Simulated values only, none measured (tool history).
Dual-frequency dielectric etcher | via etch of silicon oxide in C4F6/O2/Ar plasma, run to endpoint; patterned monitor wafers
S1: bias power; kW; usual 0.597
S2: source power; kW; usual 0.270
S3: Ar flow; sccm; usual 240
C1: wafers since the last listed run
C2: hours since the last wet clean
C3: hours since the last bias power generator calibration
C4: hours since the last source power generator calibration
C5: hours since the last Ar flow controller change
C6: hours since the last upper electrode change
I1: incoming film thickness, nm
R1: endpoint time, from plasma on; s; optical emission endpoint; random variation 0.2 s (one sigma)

run 1 hour=0.0 | S1=0.597 S2=0.270 S3=240 | C1=0 C2=379.4 C3=3118.2 C4=2974.2 C5=3063.9 C6=4351.9 | I1=144.8 | R1=37.5
run 2 hour=8.4 | S1=0.597 S2=0.270 S3=240 | C1=121 C2=387.8 C3=3126.6 C4=2982.6 C5=3072.3 C6=4360.3 | I1=145.9 | R1=37.8
run 3 hour=21.8 | S1=0.597 S2=0.270 S3=282 | C1=193 C2=401.2 C3=3140.0 C4=2996.0 C5=3085.7 C6=4373.7 | I1=144.5 | R1=38.3
run 4 hour=28.8 | S1=0.528 S2=0.270 S3=240 | C1=101 C2=408.2 C3=3147.0 C4=3003.0 C5=3092.7 C6=4380.7 | I1=144.1 | R1=40.5
run 5 hour=41.0 | S1=0.597 S2=0.270 S3=210 | C1=176 C2=420.4 C3=3159.2 C4=3015.2 C5=3104.9 C6=4392.9 | I1=144.8 | R1=37.3
run 6 hour=54.4 | S1=0.597 S2=0.270 S3=210 | C1=193 C2=433.8 C3=3172.6 C4=3028.6 C5=3118.3 C6=4406.3 | I1=144.7 | R1=37.0
run 7 hour=66.3 | S1=0.597 S2=0.270 S3=210 | C1=171 C2=445.7 C3=3184.5 C4=3040.5 C5=3130.2 C6=4418.2 | I1=146.1 | R1=37.0
run 8 hour=81.7 | S1=0.597 S2=0.270 S3=240 | C1=222 C2=461.1 C3=3199.9 C4=3055.9 C5=3145.6 C6=4433.6 | I1=145.6 | R1=38.1
run 9 hour=90.7 | S1=0.597 S2=0.270 S3=240 | C1=129 C2=470.1 C3=3208.9 C4=3064.9 C5=3154.6 C6=4442.6 | I1=143.6 | R1=37.7
-- hour=95.2 source power generator calibrated
run 10 hour=98.8 | S1=0.597 S2=0.270 S3=240 | C1=59 C2=478.2 C3=3217.0 C4=3.6 C5=3162.7 C6=4450.7 | I1=145.2 | R1=38.3
run 11 hour=108.1 | S1=0.480 S2=0.220 S3=240 | C1=134 C2=487.5 C3=3226.3 C4=12.9 C5=3172.0 C6=4460.0 | I1=145.6 | R1=47.1
-- hour=115.8 Ar flow controller replaced
run 12 hour=121.8 | S1=0.597 S2=0.310 S3=240 | C1=111 C2=501.2 C3=3240.0 C4=26.6 C5=6.0 C6=4473.7 | I1=144.9 | R1=36.3
run 13 hour=138.6 | S1=0.597 S2=0.270 S3=240 | C1=242 C2=518.0 C3=3256.8 C4=43.4 C5=22.8 C6=4490.5 | I1=144.9 | R1=37.8
-- hour=170.5 wet clean of the chamber
run 14 hour=171.0 | S1=0.597 S2=0.270 S3=240 | C1=121 C2=0.5 C3=3289.2 C4=75.8 C5=55.2 C6=4522.9 | I1=146.4 | R1=37.0
run 15 hour=171.3 | S1=0.666 S2=0.320 S3=289 | C1=4 C2=0.8 C3=3289.5 C4=76.1 C5=55.5 C6=4523.2 | I1=146.0 | R1=33.3
-- hour=186.1 bias power generator calibrated
-- hour=196.0 upper electrode replaced
run 16 hour=196.5 | S1=0.485 S2=0.250 S3=269 | C1=163 C2=26.0 C3=10.4 C4=101.3 C5=80.7 C6=0.5 | I1=144.6 | R1=43.6
run 17 hour=196.8 | S1=0.597 S2=0.330 S3=240 | C1=4 C2=26.3 C3=10.7 C4=101.6 C5=81.0 C6=0.8 | I1=145.8 | R1=34.7
run 18 hour=204.5 | S1=0.731 S2=0.270 S3=205 | C1=111 C2=34.0 C3=18.4 C4=109.3 C5=88.7 C6=8.5 | I1=144.9 | R1=32.1
run 19 hour=213.1 | S1=0.735 S2=0.240 S3=277 | C1=124 C2=42.6 C3=27.0 C4=117.9 C5=97.3 C6=17.1 | I1=145.5 | R1=34.9
run 20 hour=226.2 | S1=0.597 S2=0.270 S3=220 | C1=189 C2=55.7 C3=40.1 C4=131.0 C5=110.4 C6=30.2 | I1=144.8 | R1=36.5
run 21 hour=237.6 | S1=0.484 S2=0.270 S3=197 | C1=164 C2=67.1 C3=51.5 C4=142.4 C5=121.8 C6=41.6 | I1=145.8 | R1=41.6
run 22 hour=250.7 | S1=0.597 S2=0.270 S3=240 | C1=189 C2=80.2 C3=64.6 C4=155.5 C5=134.9 C6=54.7 | I1=144.1 | R1=37.2
run 23 hour=262.9 | S1=0.481 S2=0.220 S3=240 | C1=176 C2=92.4 C3=76.8 C4=167.7 C5=147.1 C6=66.9 | I1=145.6 | R1=45.9

What if the next run were any one of these 5? Each begins from the tool's condition after run 23:
run A hour=263.3 | S1=0.597 S2=0.270 S3=240 | C1=5 C2=92.8 C3=77.2 C4=168.1 C5=147.5 C6=67.3 | I1=145.9 | R1=?
run B hour=263.3 | S1=0.549 S2=0.310 S3=298 | C1=5 C2=92.8 C3=77.2 C4=168.1 C5=147.5 C6=67.3 | I1=145.9 | R1=?
run C hour=263.3 | S1=0.719 S2=0.270 S3=240 | C1=5 C2=92.8 C3=77.2 C4=168.1 C5=147.5 C6=67.3 | I1=145.9 | R1=?
run D hour=263.3 | S1=0.731 S2=0.290 S3=240 | C1=5 C2=92.8 C3=77.2 C4=168.1 C5=147.5 C6=67.3 | I1=145.9 | R1=?
run E hour=263.3 | S1=0.597 S2=0.230 S3=240 | C1=5 C2=92.8 C3=77.2 C4=168.1 C5=147.5 C6=67.3 | I1=145.9 | R1=?

run=A R1=37.5
run=B R1=38.6
run=C R1=33.7
run=D R1=32.5
run=E R1=39.8
With the hidden condition removed and each run's random variation left untouched, the same runs would have given:
run=A R1=37.0
run=B R1=38.0
run=C R1=33.2
run=D R1=32.1
run=E R1=39.2
